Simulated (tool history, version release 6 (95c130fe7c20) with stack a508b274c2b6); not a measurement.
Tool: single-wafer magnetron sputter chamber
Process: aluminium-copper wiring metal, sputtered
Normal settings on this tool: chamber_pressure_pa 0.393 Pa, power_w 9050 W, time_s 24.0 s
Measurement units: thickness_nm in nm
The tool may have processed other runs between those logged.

run	hour	chamber_pressure_pa	power_w	time_s	read-back reference wafer on the same gauge, thickness_nm	thickness_nm
1	0.0	0.511	9050	25.6	370.504	396.602
2	7.8	0.511	9050	25.6	370.570	396.546
3	24.2	0.511	9050	25.6	371.038	395.168
4	35.7	0.504	9050	24.0	370.738	372.360
5	48.9	0.504	9050	24.0	371.009	373.693
6	65.4	0.393	9050	24.0	370.972	392.143
7	71.5	0.352	9050	24.0	370.663	399.050
8	80.3	0.393	9050	24.0	371.443	391.539
9	90.2	0.393	9050	20.4	370.839	333.939
10	98.5	0.393	9050	20.4	370.967	334.797
11	115.4	0.393	9050	23.0	370.575	375.683
12	130.8	0.393	8250	24.0	370.804	367.174
# hour 133.2: gauge calibrated
13	136.8	0.393	9050	24.0	371.127	392.723
14	145.5	0.393	9050	24.0	370.690	393.020
15	158.9	0.393	7300	21.4	371.045	300.146
16	166.3	0.393	9050	20.9	370.900	341.144
17	180.0	0.531	11150	19.6	370.947	348.205
18	188.1	0.393	8200	24.0	371.067	364.294
# hour 197.0: magnet pack replaced
19	197.6	0.340	11000	22.3	371.462	434.053
20	210.6	0.393	9050	24.0	371.050	387.851
21	218.4	0.504	9050	24.0	370.647	370.890
22	235.0	0.535	8450	26.9	371.124	389.858
# hour 246.2: sputter target and shields replaced
23	246.7	0.393	9050	24.0	370.973	387.014
24	252.7	0.238	10250	21.9	370.805	416.887
25	259.9	0.393	10550	24.0	370.981	434.515
26	269.6	0.475	9050	28.0	370.819	429.009
# hour 279.0: capacitance manometer re-zeroed and calibrated
27	284.3	0.393	9050	24.0	370.757	382.527
28	291.4	0.393	9050	24.0	371.026	383.257
# hour 305.3: sputter target and shields replaced, repeated, since the last time left the tool worse
29	307.1	0.531	11150	19.6	370.872	359.787
30	324.6	0.300	9050	26.2	371.039	459.548
31	336.9	0.481	8400	22.2	370.969	334.642
32	348.4	0.393	10000	26.9	370.615	484.033
33	365.7	0.393	7350	24.0	370.852	342.289
34	395.3	0.393	9050	24.0	370.932	395.572
35	402.8	0.393	9050	24.0	371.238	396.687

Below are 4 alternative next runs, each starting from the tool's condition after run 35. Predict each:
A	403.2	0.393	9050	24.0	?	?
B	403.2	0.498	9050	24.0	?	?
C	403.2	0.466	10850	20.9	?	?
D	403.2	0.516	9050	24.0	?	?

run	read-back reference wafer on the same gauge, thickness_nm	thickness_nm
A	370.871	398.172
B	370.871	377.829
C	370.871	383.658
D	370.871	374.487
The same runs, with their run-to-run variation unchanged, on a tool lacking any hidden condition would have given:
run	thickness_nm
A	404.900
B	384.212
C	390.140
D	380.815

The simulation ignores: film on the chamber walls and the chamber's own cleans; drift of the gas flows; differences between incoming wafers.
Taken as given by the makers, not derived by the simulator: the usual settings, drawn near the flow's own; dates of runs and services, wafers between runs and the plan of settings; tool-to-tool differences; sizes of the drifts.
